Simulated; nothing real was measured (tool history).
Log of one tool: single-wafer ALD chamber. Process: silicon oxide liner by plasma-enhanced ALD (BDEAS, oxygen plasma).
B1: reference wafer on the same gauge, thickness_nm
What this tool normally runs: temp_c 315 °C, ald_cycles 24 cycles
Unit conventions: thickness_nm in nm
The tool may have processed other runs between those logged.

Run 1, hour 0: usual settings but temp_c 307 °C, ald_cycles 26 cycles; B1 1.756. Result: thickness_nm 2.403 nm.
Run 2, hour 32.6: usual settings; B1 1.758. Result: thickness_nm 2.2 nm.
At hour 52.8: gauge calibrated.
Run 3, hour 56.3: usual settings; B1 1.72. Result: thickness_nm 2.154 nm.
Run 4, hour 79.1: usual settings but ald_cycles 23 cycles; B1 1.721. Result: thickness_nm 2.061 nm.
Run 5, hour 101: usual settings but ald_cycles 23 cycles; B1 1.721. Result: thickness_nm 2.067 nm.
Run 6, hour 172.2: usual settings but ald_cycles 23 cycles; B1 1.724. Result: thickness_nm 2.076 nm.
Run 7, hour 237.3: usual settings; B1 1.727. Result: thickness_nm 2.156 nm.
Run 8, hour 263.4: usual settings; B1 1.728. Result: thickness_nm 2.162 nm.
Run 9, hour 293.7: usual settings; B1 1.729. Result: thickness_nm 2.164 nm.
Run 10, hour 329.2: usual settings; B1 1.73. Result: thickness_nm 2.161 nm.
Run 11, hour 351.1: usual settings but ald_cycles 20 cycles; B1 1.731. Result: thickness_nm 1.799 nm.
Run 12, hour 385.9: usual settings but ald_cycles 20 cycles; B1 1.732. Result: thickness_nm 1.81 nm.
Run 13, hour 409.9: usual settings but temp_c 318 °C, ald_cycles 27 cycles; B1 1.733. Result: thickness_nm 2.433 nm.
Run 14, hour 429.2: usual settings but temp_c 318 °C, ald_cycles 27 cycles; B1 1.733. Result: thickness_nm 2.435 nm.
Run 15, hour 455.9: usual settings but temp_c 324 °C; B1 1.735. Result: thickness_nm 2.145 nm.
At hour 511.4: thermocouple changed; heater temperature recalibrated.
Run 16, hour 544: usual settings but temp_c 324 °C; B1 1.738. Result: thickness_nm 2.144 nm.
Run 17, hour 568.1: usual settings but temp_c 324 °C; B1 1.739. Result: thickness_nm 2.15 nm.
Run 18, hour 586.1: usual settings but temp_c 304 °C; B1 1.74. Result: thickness_nm 2.221 nm.
Run 19, hour 606.4: usual settings but temp_c 304 °C; B1 1.74. Result: thickness_nm 2.221 nm.
Run 20, hour 627.9: usual settings but ald_cycles 26 cycles; B1 1.741. Result: thickness_nm 2.36 nm.
Run 21, hour 642: usual settings but ald_cycles 26 cycles; B1 1.742. Result: thickness_nm 2.356 nm.
Run 22, hour 677.3: usual settings but ald_cycles 26 cycles; B1 1.743. Result: thickness_nm 2.362 nm.
Run 23, hour 780.8: usual settings; B1 1.748. Result: thickness_nm 2.184 nm.
Run 24, hour 812.5: usual settings; B1 1.748. Result: thickness_nm 2.195 nm.
Run 25, hour 846: usual settings but temp_c 310 °C, ald_cycles 28 cycles; B1 1.749. Result: thickness_nm 2.567 nm.
Run 26, hour 860.3: usual settings; B1 1.75. Result: thickness_nm 2.186 nm.
Run 27, hour 894.5: usual settings but temp_c 322 °C, ald_cycles 21 cycles; B1 1.752. Result: thickness_nm 1.897 nm.
Run 28, hour 913.9: usual settings but temp_c 325 °C, ald_cycles 20 cycles; B1 1.752. Result: thickness_nm 1.806 nm.
Run 29, hour 928.4: usual settings; B1 1.752. Result: thickness_nm 2.187 nm.
Run 30, hour 950.8: usual settings but temp_c 307 °C, ald_cycles 20 cycles; B1 1.752. Result: thickness_nm 1.851 nm.
Run 31, hour 985.8: usual settings but temp_c 321 °C, ald_cycles 27 cycles; B1 1.754. Result: thickness_nm 2.453 nm.
Run 32, hour 1018.2: usual settings but temp_c 304 °C, ald_cycles 19 cycles; B1 1.756. Result: thickness_nm 1.762 nm.
Run 33, hour 1049.7: usual settings; B1 1.757. Result: thickness_nm 2.203 nm.
Run 34, hour 1084.2: usual settings but temp_c 322 °C, ald_cycles 22 cycles; B1 1.759. Result: thickness_nm 1.993 nm.
Run 35, hour 1117.1: usual settings but ald_cycles 20 cycles; B1 1.759. Result: thickness_nm 1.839 nm.
At hour 1125.6: gauge calibrated.
Run 36, hour 1135.5: usual settings; B1 1.72. Result: thickness_nm 2.155 nm.
Run 37, hour 1159.2: usual settings but temp_c 321 °C, ald_cycles 26 cycles; B1 1.721. Result: thickness_nm 2.315 nm.
Run 38, hour 1176.4: usual settings but temp_c 300 °C; B1 1.722. Result: thickness_nm 2.206 nm.
Run 39, hour 1198.8: usual settings but temp_c 301 °C, ald_cycles 29 cycles; B1 1.723. Result: thickness_nm 2.658 nm.
Run 40, hour 1234.3: usual settings but temp_c 310 °C, ald_cycles 27 cycles; B1 1.724. Result: thickness_nm 2.445 nm.
Run 41, hour 1253.2: usual settings; B1 1.725. Result: thickness_nm 2.158 nm.
Run 42, hour 1278.3: usual settings but temp_c 324 °C, ald_cycles 28 cycles; B1 1.724. Result: thickness_nm 2.489 nm.
Run 43, hour 1306.5: usual settings but temp_c 300 °C; B1 1.727. Result: thickness_nm 2.211 nm.
Run 44, hour 1323.9: usual settings; B1 1.727. Result: thickness_nm 2.164 nm.
Run 45, hour 1353.2: usual settings; B1 1.728. Result: thickness_nm 2.157 nm.
Run 46, hour 1383.8: usual settings but temp_c 301 °C, ald_cycles 25 cycles; B1 1.729. Result: thickness_nm 2.314 nm.
Run 47, hour 1399.5: usual settings but temp_c 326 °C, ald_cycles 26 cycles; B1 1.729. Result: thickness_nm 2.299 nm.
Run 48, hour 1427.6: usual settings; B1 1.731. Result: thickness_nm 2.177 nm.

3 ways to go on from here, each from the tool as it stands after run 48. What would each give?
Run A, hour 1428: usual settings; B1 ?. Result: thickness_nm ?.
Run B, hour 1428: usual settings but temp_c 308 °C, ald_cycles 19 cycles; B1 ?. Result: thickness_nm ?.
Run C, hour 1428: usual settings but temp_c 321 °C, ald_cycles 21 cycles; B1 ?. Result: thickness_nm ?.

run     B1  thickness_nm
  A  1.731         2.162
  B  1.731          1.73
  C  1.731         1.875
With no hidden state in the tool, these same runs would have given:
run  thickness_nm
  A         2.149
  B         1.719
  C         1.863

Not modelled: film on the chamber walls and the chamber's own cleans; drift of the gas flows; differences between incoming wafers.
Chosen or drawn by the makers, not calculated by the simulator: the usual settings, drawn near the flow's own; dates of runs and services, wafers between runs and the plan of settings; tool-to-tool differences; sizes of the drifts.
